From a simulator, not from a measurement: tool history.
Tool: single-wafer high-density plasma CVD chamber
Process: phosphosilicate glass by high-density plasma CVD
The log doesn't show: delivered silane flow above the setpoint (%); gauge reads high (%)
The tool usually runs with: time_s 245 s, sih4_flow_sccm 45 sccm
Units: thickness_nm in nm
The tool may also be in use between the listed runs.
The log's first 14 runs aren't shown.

| run | day | time_s | sih4_flow_sccm | wafers since the last listed run | hours since the silane flow controller was replaced | hours since the gauge calibration | read-back reference wafer on the same gauge, thickness_nm | thickness_nm |
|---|---|---|---|---|---|---|---|---|
| 15 | 31.717 | 245 | 45 | 267 | 3734.5 | 149.0 | 960.996 | 1142.497 |
| 16 | 33.542 | 265 | 45 | 236 | 3778.3 | 192.8 | 959.872 | 1235.814 |
| 17 | 36.154 | 245 | 45 | 337 | 3841.0 | 255.5 | 959.260 | 1141.623 |
|  | 41.188 | silane flow controller replaced |
| 18 | 44.296 | 262 | 53 | 1010 | 74.6 | 450.9 | 959.993 | 1320.198 |
| 19 | 46.388 | 287 | 50 | 270 | 124.8 | 501.1 | 960.296 | 1370.909 |
| 20 | 47.529 | 283 | 43 | 147 | 152.2 | 528.5 | 960.982 | 1182.911 |
| 21 | 49.338 | 270 | 50 | 233 | 195.6 | 571.9 | 959.442 | 1279.121 |
| 22 | 50.512 | 213 | 40 | 151 | 223.8 | 600.1 | 960.172 | 836.517 |
| 23 | 52.329 | 245 | 48 | 234 | 267.4 | 643.7 | 959.184 | 1128.508 |
| 24 | 54.150 | 288 | 49 | 235 | 311.1 | 687.4 | 959.681 | 1350.792 |
|  | 55.533 | silane flow controller replaced, repeated, since the last time left the tool worse |
| 25 | 55.846 | 277 | 40 | 176 | 7.5 | 728.1 | 959.393 | 1128.945 |
| 26 | 58.675 | 223 | 43 | 365 | 75.4 | 796.0 | 960.039 | 973.753 |
| 27 | 61.600 | 270 | 42 | 378 | 145.6 | 866.2 | 959.789 | 1148.087 |
| 28 | 63.300 | 245 | 45 | 219 | 186.4 | 907.0 | 959.874 | 1109.410 |
|  | 63.492 | gauge calibrated |
| 29 | 71.654 | 245 | 45 | 1080 | 386.9 | 195.9 | 959.860 | 1111.057 |
| 30 | 73.192 | 259 | 39 | 198 | 423.8 | 232.8 | 959.802 | 1038.486 |
| 31 | 76.000 | 210 | 53 | 363 | 491.2 | 300.2 | 960.900 | 1096.641 |
| 32 | 77.092 | 219 | 38 | 141 | 517.4 | 326.4 | 960.736 | 856.813 |

Each row is a separate what-if for the run after 32, all from the same tool condition, not one after another. Results?
| A | 77.112 | 245 | 45 | 2 | 517.9 | 326.9 | ? | ? |
| B | 77.112 | 213 | 37 | 2 | 517.9 | 326.9 | ? | ? |
| C | 77.112 | 281 | 45 | 2 | 517.9 | 326.9 | ? | ? |

| run | read-back reference wafer on the same gauge, thickness_nm | thickness_nm |
|---|---|---|
| A | 958.122 | 1114.766 |
| B | 958.122 | 818.179 |
| C | 958.122 | 1278.568 |
Without the tool's hidden state the same runs would have given:
| run | thickness_nm |
|---|---|
| A | 1121.323 |
| B | 822.992 |
| C | 1286.089 |
